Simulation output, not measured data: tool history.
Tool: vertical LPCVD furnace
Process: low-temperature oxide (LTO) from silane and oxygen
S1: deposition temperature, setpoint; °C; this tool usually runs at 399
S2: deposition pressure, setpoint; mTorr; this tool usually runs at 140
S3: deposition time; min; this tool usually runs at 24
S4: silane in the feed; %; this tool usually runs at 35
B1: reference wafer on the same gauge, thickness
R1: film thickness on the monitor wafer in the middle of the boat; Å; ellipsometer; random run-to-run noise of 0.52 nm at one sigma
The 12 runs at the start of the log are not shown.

run	hour	S1	S2	S3	S4	B1	R1
13	401	399	140	24	35	120.24	1234.7
14	428.9	399	140	32.5	35	120.14	1685.3
15	455.2	399	140	19.5	31	120.21	848.8
# hour 501.5: silane flow controller replaced
16	502	395	140	32.5	32	120.07	1419.5
17	505.5	399	140	18	31	119.93	789.8
# hour 537.5: pressure gauge zeroed
18	538	396	155	18	31	119.96	781
19	554.2	399	140	24	35	120.06	1156.8
20	590.2	399	140	24	35	119.89	1158.4
21	648.9	395	150	20	39	120.06	1136.4
22	672.1	389	140	15.5	35	119.92	662.3
23	698.7	399	170	24	42	120	1752.1
24	738.8	399	115	24	40	120.02	1124.5
25	760	399	110	24	30	119.96	732.1
26	790.1	407	140	32	35	119.92	1689.7
27	822.9	399	150	24	35	119.99	1244.2
28	849.3	399	125	24	28	119.82	750.6
29	867.3	395	140	28.5	35	119.89	1318.6
30	888.5	399	140	24	35	119.97	1154.7

What will run 31 give?
31	900.7	406	170	29.5	40	?	?

Run 31 yielded B1 119.97, R1 2232.3 Å.
Had the tool carried no hidden state, the very same run would have given R1 2246.1 Å.
